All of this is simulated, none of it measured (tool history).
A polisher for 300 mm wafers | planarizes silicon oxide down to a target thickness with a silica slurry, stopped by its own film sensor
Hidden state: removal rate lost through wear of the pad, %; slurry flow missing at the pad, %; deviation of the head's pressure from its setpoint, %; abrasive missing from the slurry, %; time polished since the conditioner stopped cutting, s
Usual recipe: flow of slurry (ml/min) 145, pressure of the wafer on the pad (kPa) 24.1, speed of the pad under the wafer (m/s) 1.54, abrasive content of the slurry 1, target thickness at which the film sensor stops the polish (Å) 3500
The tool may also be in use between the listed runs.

| run | hour | flow of slurry (ml/min) | pressure of the wafer on the pad (kPa) | speed of the pad under the wafer (m/s) | abrasive content of the slurry | target thickness at which the film sensor stops the polish (Å) | wafers since the last listed run | wafers polished on this pad | hours since the slurry nozzle was cleaned | hours since the head pressure was calibrated | hours since the slurry blender was calibrated | hours since the conditioning disc was replaced | incoming thickness of the incoming film, nm | time until the film sensor stopped the polish (s) |
|---|---|---|---|---|---|---|---|---|---|---|---|---|---|---|
| 1 | 0 | 145 | 24.1 | 1.54 | 1 | 3500 | 0 | 107 | 323.1 | 1135.7 | 125.3 | 116.2 | 590.1 | 60.8 |
| 2 | 26 | 145 | 24.1 | 1.54 | 1 | 3500 | 331 | 439 | 349.1 | 1161.7 | 151.3 | 142.2 | 588.2 | 62.3 |
|  | 42 | head pressure recalibrated |
| 3 | 58.5 | 145 | 24.1 | 1.54 | 1.25 | 3130 | 388 | 827 | 381.6 | 16.5 | 183.8 | 174.7 | 577.7 | 64.6 |
| 4 | 78.4 | 145 | 24.1 | 1.54 | 1 | 3500 | 253 | 1081 | 401.5 | 36.4 | 203.7 | 194.6 | 586.6 | 61 |
|  | 109.2 | slurry nozzle cleaned |
| 5 | 114.4 | 145 | 24.1 | 1.54 | 1.2 | 3500 | 446 | 1527 | 5.2 | 72.4 | 239.7 | 230.6 | 580.3 | 55.7 |
|  | 121.4 | slurry blender recalibrated |
|  | 134.9 | conditioning disc replaced and pad reconditioned |
| 6 | 148.9 | 145 | 18.6 | 1.54 | 0.8 | 3500 | 388 | 1916 | 39.7 | 106.9 | 27.5 | 14 | 582.9 | 79.4 |
| 7 | 173.1 | 180 | 24.1 | 1.54 | 1.25 | 3500 | 308 | 2225 | 63.9 | 131.1 | 51.7 | 38.2 | 577.5 | 53.8 |
| 8 | 187.6 | 145 | 24.1 | 1.54 | 1 | 3500 | 184 | 2410 | 78.4 | 145.6 | 66.2 | 52.7 | 584.4 | 60.1 |
| 9 | 210.3 | 145 | 24.1 | 1.04 | 1 | 4080 | 289 | 2699 | 101.1 | 168.3 | 88.9 | 75.4 | 579.2 | 60.9 |
|  | 228 | worn pad replaced by a new one |
| 10 | 228.5 | 165 | 31.7 | 1.74 | 1.2 | 3500 | 181 | 5 | 119.3 | 186.5 | 107.1 | 93.6 | 572.2 | 39.6 |
| 11 | 249 | 145 | 16.5 | 1.54 | 1 | 3500 | 261 | 267 | 139.8 | 207 | 127.6 | 114.1 | 578.7 | 80.6 |
| 12 | 264.5 | 145 | 24.1 | 1.54 | 1 | 3500 | 197 | 464 | 155.3 | 222.5 | 143.1 | 129.6 | 580.5 | 60.5 |
| 13 | 285.7 | 160 | 20 | 1.54 | 1 | 3500 | 270 | 735 | 176.5 | 243.7 | 164.3 | 150.8 | 580.7 | 68.2 |
| 14 | 346.5 | 145 | 24.1 | 1.54 | 1 | 3500 | 775 | 1510 | 237.3 | 304.5 | 225.1 | 211.6 | 574 | 57.8 |
|  | 350.4 | slurry blender recalibrated |
|  | 366.4 | conditioning disc replaced and pad reconditioned |
| 15 | 376.6 | 110 | 20.7 | 1.54 | 1 | 3500 | 332 | 1843 | 267.4 | 334.6 | 26.2 | 10.2 | 579.3 | 69.7 |
| 16 | 403.4 | 145 | 18.6 | 1.36 | 1 | 3500 | 341 | 2185 | 294.2 | 361.4 | 53 | 37 | 582.5 | 79.8 |
| 17 | 416.5 | 145 | 24.1 | 1.54 | 1 | 3500 | 167 | 2352 | 307.3 | 374.5 | 66.1 | 50.1 | 581.2 | 60.3 |
| 18 | 444.3 | 145 | 26.2 | 1.14 | 1 | 3500 | 354 | 2706 | 335.1 | 402.3 | 93.9 | 77.9 | 576.7 | 68.9 |
| 19 | 472.3 | 145 | 24.1 | 1.54 | 1.25 | 3130 | 357 | 3063 | 363.1 | 430.3 | 121.9 | 105.9 | 579.3 | 64.8 |
|  | 486.5 | worn pad replaced by a new one |
| 20 | 487 | 130 | 27.6 | 1.54 | 1 | 3190 | 136 | 6 | 377.8 | 445 | 136.6 | 120.6 | 580.4 | 63.1 |
| 21 | 518.2 | 100 | 24.1 | 1.54 | 1 | 2800 | 397 | 404 | 409 | 476.2 | 167.8 | 151.8 | 579.7 | 83.9 |
| 22 | 542.4 | 145 | 24.1 | 1.54 | 1 | 3500 | 308 | 713 | 433.2 | 500.4 | 192 | 176 | 581.5 | 59.4 |
| 23 | 562.9 | 145 | 24.1 | 1.54 | 1 | 3500 | 261 | 974 | 453.7 | 520.9 | 212.5 | 196.5 | 574.3 | 58.5 |
| 24 | 592.1 | 145 | 32.4 | 1.38 | 1 | 3500 | 372 | 1346 | 482.9 | 550.1 | 241.7 | 225.7 | 576.1 | 50.8 |
|  | 603.9 | slurry blender recalibrated |
|  | 609.4 | conditioning disc replaced and pad reconditioned |
| 25 | 621.1 | 130 | 24.1 | 1.54 | 1.25 | 4160 | 318 | 1665 | 511.9 | 579.1 | 17.2 | 11.7 | 578.6 | 40.2 |
|  | 634.4 | slurry nozzle cleaned |
| 26 | 648.4 | 125 | 24.1 | 1.54 | 1 | 3500 | 335 | 2000 | 14 | 606.4 | 44.5 | 39 | 581.3 | 60.2 |

Hidden condition of the tool, last listed run before each entry between runs versus first listed run after:
In the gap between runs 2 and 3: head pressure recalibrated (hour 42)
  both runs share identical hidden conditions
In the gap between runs 4 and 5: slurry nozzle cleaned (hour 109.2)
  both runs share identical hidden conditions
In the gap between runs 5 and 6: slurry blender recalibrated (hour 121.4); conditioning disc replaced and pad reconditioned (hour 134.9)
  both runs share identical hidden conditions
In the gap between runs 9 and 10: worn pad replaced by a new one (hour 228)
  both runs share identical hidden conditions
In the gap between runs 14 and 15: slurry blender recalibrated (hour 350.4); conditioning disc replaced and pad reconditioned (hour 366.4)
  both runs share identical hidden conditions
In the gap between runs 19 and 20: worn pad replaced by a new one (hour 486.5)
  both runs share identical hidden conditions
In the gap between runs 24 and 25: slurry blender recalibrated (hour 603.9); conditioning disc replaced and pad reconditioned (hour 609.4)
  both runs share identical hidden conditions
In the gap between runs 25 and 26: slurry nozzle cleaned (hour 634.4)
  both runs share identical hidden conditions

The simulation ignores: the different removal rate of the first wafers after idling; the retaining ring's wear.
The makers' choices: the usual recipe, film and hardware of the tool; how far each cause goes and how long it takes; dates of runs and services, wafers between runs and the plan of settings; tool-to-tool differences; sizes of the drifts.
